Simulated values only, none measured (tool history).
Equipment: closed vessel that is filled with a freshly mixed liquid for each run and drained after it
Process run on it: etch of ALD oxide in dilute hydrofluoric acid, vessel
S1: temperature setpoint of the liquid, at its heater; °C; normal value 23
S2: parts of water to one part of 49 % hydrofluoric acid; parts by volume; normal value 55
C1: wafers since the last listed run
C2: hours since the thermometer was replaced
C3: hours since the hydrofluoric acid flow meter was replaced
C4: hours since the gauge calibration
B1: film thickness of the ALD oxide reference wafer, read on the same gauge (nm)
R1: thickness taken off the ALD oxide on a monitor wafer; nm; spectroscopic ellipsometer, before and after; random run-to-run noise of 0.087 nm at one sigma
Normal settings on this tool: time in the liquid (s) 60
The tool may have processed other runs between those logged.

run 1 hour=0 | S1=23 S2=70 time_in_the_liquid_(s)=60 | C1=0 C2=372.8 C3=104.1 C4=1384.6 | B1=90.01 | R1=8.16
run 2 hour=64.4 | S1=23 S2=70 time_in_the_liquid_(s)=60 | C1=7804 C2=437.2 C3=168.5 C4=1449 | B1=89.97 | R1=7.97
run 3 hour=95.8 | S1=23 S2=55 time_in_the_liquid_(s)=60 | C1=3805 C2=468.6 C3=199.9 C4=1480.4 | B1=90.01 | R1=10.3
run 4 hour=139.9 | S1=23 S2=60 time_in_the_liquid_(s)=60 | C1=5344 C2=512.7 C3=244 C4=1524.5 | B1=89.98 | R1=9.61
run 5 hour=176.1 | S1=23 S2=60 time_in_the_liquid_(s)=60 | C1=4387 C2=548.9 C3=280.2 C4=1560.7 | B1=89.95 | R1=9.49
run 6 hour=213.8 | S1=23 S2=60 time_in_the_liquid_(s)=60 | C1=4568 C2=586.6 C3=317.9 C4=1598.4 | B1=90 | R1=9.49
run 7 hour=276.5 | S1=21.5 S2=55 time_in_the_liquid_(s)=60 | C1=7598 C2=649.3 C3=380.6 C4=1661.1 | B1=90.02 | R1=9.75
run 8 hour=321.8 | S1=23 S2=65 time_in_the_liquid_(s)=60 | C1=5489 C2=694.6 C3=425.9 C4=1706.4 | B1=90 | R1=8.64
run 9 hour=381 | S1=23 S2=55 time_in_the_liquid_(s)=35 | C1=7174 C2=753.8 C3=485.1 C4=1765.6 | B1=89.99 | R1=6.11
run 10 hour=426 | S1=19.5 S2=55 time_in_the_liquid_(s)=40 | C1=5453 C2=798.8 C3=530.1 C4=1810.6 | B1=89.98 | R1=5.94
run 11 hour=464.7 | S1=23 S2=35 time_in_the_liquid_(s)=60 | C1=4690 C2=837.5 C3=568.8 C4=1849.3 | B1=90.01 | R1=16.75
run 12 hour=513.8 | S1=20 S2=75 time_in_the_liquid_(s)=60 | C1=5950 C2=886.6 C3=617.9 C4=1898.4 | B1=89.99 | R1=6.59
-- hour=540.7 gauge calibrated
run 13 hour=565.2 | S1=20 S2=75 time_in_the_liquid_(s)=60 | C1=6229 C2=938 C3=669.3 C4=24.5 | B1=90.01 | R1=6.7
run 14 hour=590.5 | S1=23 S2=45 time_in_the_liquid_(s)=60 | C1=3066 C2=963.3 C3=694.6 C4=49.8 | B1=89.97 | R1=12.91
run 15 hour=716.9 | S1=23 S2=45 time_in_the_liquid_(s)=60 | C1=15318 C2=1089.7 C3=821 C4=176.2 | B1=90 | R1=12.95
run 16 hour=757.2 | S1=23 S2=45 time_in_the_liquid_(s)=60 | C1=4883 C2=1130 C3=861.3 C4=216.5 | B1=90.03 | R1=12.75
-- hour=846.9 hydrofluoric acid flow meter replaced
run 17 hour=859.9 | S1=26.5 S2=55 time_in_the_liquid_(s)=70 | C1=12325 C2=1232.7 C3=13 C4=319.2 | B1=90 | R1=14.11
run 18 hour=891.4 | S1=25.5 S2=75 time_in_the_liquid_(s)=35 | C1=3817 C2=1264.2 C3=44.5 C4=350.7 | B1=89.98 | R1=4.79
run 19 hour=919.2 | S1=23 S2=55 time_in_the_liquid_(s)=40 | C1=3369 C2=1292 C3=72.3 C4=378.5 | B1=89.99 | R1=6.98
run 20 hour=944.9 | S1=18 S2=55 time_in_the_liquid_(s)=90 | C1=3114 C2=1317.7 C3=98 C4=404.2 | B1=90 | R1=12.55
run 21 hour=973.1 | S1=23 S2=55 time_in_the_liquid_(s)=50 | C1=3417 C2=1345.9 C3=126.2 C4=432.4 | B1=90 | R1=8.69
run 22 hour=1015.4 | S1=23 S2=55 time_in_the_liquid_(s)=60 | C1=5126 C2=1388.2 C3=168.5 C4=474.7 | B1=90.03 | R1=10.41
run 23 hour=1082.1 | S1=23 S2=55 time_in_the_liquid_(s)=60 | C1=8083 C2=1454.9 C3=235.2 C4=541.4 | B1=89.97 | R1=10.42
run 24 hour=1111.1 | S1=23 S2=40 time_in_the_liquid_(s)=45 | C1=3514 C2=1483.9 C3=264.2 C4=570.4 | B1=89.98 | R1=10.99
run 25 hour=1182.6 | S1=24.5 S2=55 time_in_the_liquid_(s)=60 | C1=8665 C2=1555.4 C3=335.7 C4=641.9 | B1=90 | R1=11
-- hour=1275.7 thermometer replaced
run 26 hour=1370.8 | S1=19 S2=65 time_in_the_liquid_(s)=30 | C1=22686 C2=95.1 C3=523.9 C4=830.1 | B1=89.98 | R1=3.68
run 27 hour=1429.3 | S1=23 S2=55 time_in_the_liquid_(s)=60 | C1=7089 C2=153.6 C3=582.4 C4=888.6 | B1=90.02 | R1=10.36
run 28 hour=1457.8 | S1=23 S2=55 time_in_the_liquid_(s)=60 | C1=3453 C2=182.1 C3=610.9 C4=917.1 | B1=90.04 | R1=10.4
run 29 hour=1521.8 | S1=26 S2=45 time_in_the_liquid_(s)=75 | C1=7756 C2=246.1 C3=674.9 C4=981.1 | B1=90 | R1=18.45
run 30 hour=1589.9 | S1=23 S2=55 time_in_the_liquid_(s)=60 | C1=8253 C2=314.2 C3=743 C4=1049.2 | B1=89.99 | R1=10.43
run 31 hour=1658.5 | S1=26.5 S2=55 time_in_the_liquid_(s)=70 | C1=8313 C2=382.8 C3=811.6 C4=1117.8 | B1=89.98 | R1=13.85
run 32 hour=1692.3 | S1=19.5 S2=45 time_in_the_liquid_(s)=35 | C1=4096 C2=416.6 C3=845.4 C4=1151.6 | B1=89.97 | R1=6.52

How the hidden state differs across the entries between the runs, from the last listed run before each to the first after it:
In the gap between runs 12 and 13: gauge calibrated (hour 540.7)
  both runs share identical hidden conditions
In the gap between runs 16 and 17: hydrofluoric acid flow meter replaced (hour 846.9)
  both runs share identical hidden conditions
In the gap between runs 25 and 26: thermometer replaced (hour 1275.7)
  both runs share identical hidden conditions
